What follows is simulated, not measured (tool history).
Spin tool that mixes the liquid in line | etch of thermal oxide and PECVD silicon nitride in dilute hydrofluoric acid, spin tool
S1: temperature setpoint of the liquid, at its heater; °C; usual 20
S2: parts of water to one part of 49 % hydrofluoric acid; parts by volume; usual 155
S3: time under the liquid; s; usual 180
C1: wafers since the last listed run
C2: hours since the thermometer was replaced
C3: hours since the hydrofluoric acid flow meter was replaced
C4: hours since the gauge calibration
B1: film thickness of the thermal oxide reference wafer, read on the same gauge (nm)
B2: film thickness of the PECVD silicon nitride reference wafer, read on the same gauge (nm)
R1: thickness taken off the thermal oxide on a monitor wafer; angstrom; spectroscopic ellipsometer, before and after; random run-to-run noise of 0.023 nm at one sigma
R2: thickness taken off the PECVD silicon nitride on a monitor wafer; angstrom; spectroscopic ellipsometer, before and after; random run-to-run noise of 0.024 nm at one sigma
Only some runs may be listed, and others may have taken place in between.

Run 1, hour 0: usual settings; C1 0; C2 536.5; C3 1331.7; C4 954.5; B1 49.973; B2 50. Result: R1 41.01 angstrom, R2 32.27 angstrom.
Run 2, hour 90.4: usual settings; C1 403; C2 626.9; C3 1422.1; C4 1044.9; B1 49.971; B2 49.997. Result: R1 40.93 angstrom, R2 32.59 angstrom.
Run 3, hour 173.9: usual settings but S1 23 °C, S2 120 parts by volume; C1 372; C2 710.4; C3 1505.6; C4 1128.4; B1 49.996; B2 49.998. Result: R1 61.51 angstrom, R2 50.13 angstrom.
Run 4, hour 254.4: usual settings but S1 23 °C, S2 120 parts by volume; C1 359; C2 790.9; C3 1586.1; C4 1208.9; B1 49.975; B2 50.007. Result: R1 61.62 angstrom, R2 49.61 angstrom.
Run 5, hour 350.1: usual settings but S1 23 °C, S2 120 parts by volume; C1 426; C2 886.6; C3 1681.8; C4 1304.6; B1 49.981; B2 50.003. Result: R1 61.54 angstrom, R2 49.78 angstrom.
Run 6, hour 430.9: usual settings; C1 360; C2 967.4; C3 1762.6; C4 1385.4; B1 49.997; B2 49.967. Result: R1 40.1 angstrom, R2 31.76 angstrom.
Run 7, hour 504.7: usual settings; C1 329; C2 1041.2; C3 1836.4; C4 1459.2; B1 50.007; B2 49.991. Result: R1 40.41 angstrom, R2 32.01 angstrom.
Run 8, hour 708.4: usual settings but S3 280 s; C1 908; C2 1244.9; C3 2040.1; C4 1662.9; B1 49.984; B2 50.014. Result: R1 62.33 angstrom, R2 49.22 angstrom.
Run 9, hour 803.5: usual settings; C1 424; C2 1340; C3 2135.2; C4 1758; B1 49.981; B2 49.998. Result: R1 39.98 angstrom, R2 31.77 angstrom.
At hour 848.5: hydrofluoric acid flow meter replaced.
At hour 865.1: gauge calibrated.
Run 10, hour 925.1: usual settings but S1 24 °C, S3 220 s; C1 537; C2 1461.6; C3 76.6; C4 60; B1 50.034; B2 50.017. Result: R1 60.99 angstrom, R2 52.74 angstrom.
At hour 942.4: thermometer replaced.
Run 11, hour 971.6: usual settings; C1 202; C2 29.2; C3 123.1; C4 106.5; B1 49.998; B2 49.989. Result: R1 42.42 angstrom, R2 33.01 angstrom.
Run 12, hour 1113.2: usual settings but S2 175 parts by volume, S3 95 s; C1 631; C2 170.8; C3 264.7; C4 248.1; B1 49.988; B2 49.999. Result: R1 19.33 angstrom, R2 15.45 angstrom.
Run 13, hour 1215.9: usual settings but S1 23 °C; C1 458; C2 273.5; C3 367.4; C4 350.8; B1 49.998; B2 49.996. Result: R1 47.23 angstrom, R2 39.63 angstrom.
Run 14, hour 1393.7: usual settings but S1 24.5 °C, S3 145 s; C1 793; C2 451.3; C3 545.2; C4 528.6; B1 49.991; B2 50.005. Result: R1 40.55 angstrom, R2 35.09 angstrom.
Run 15, hour 1483.1: usual settings but S1 21.5 °C, S2 125 parts by volume, S3 150 s; C1 398; C2 540.7; C3 634.6; C4 618; B1 50.027; B2 49.995. Result: R1 47.24 angstrom, R2 37.42 angstrom.

Hidden state at the last listed run before each entry between runs and at the first one after, where it differs:
Runs 9 to 10: hydrofluoric acid flow meter replaced (hour 848.5); gauge calibrated (hour 865.1)
  hydrofluoric acid flow below the setpoint (%): 5.6 -> 0.63
  the result without the hidden state subtracted from the measured one, R1: -2.77 -> -0.45 angstrom; R2: -1.83 -> -0.33 angstrom
Runs 10 to 11: thermometer replaced (hour 942.4)
  hydrofluoric acid flow below the setpoint (%): 0.63 -> 0.751
  the result without the hidden state subtracted from the measured one, R1: -0.45 -> -0.38 angstrom; R2: -0.33 -> -0.24 angstrom
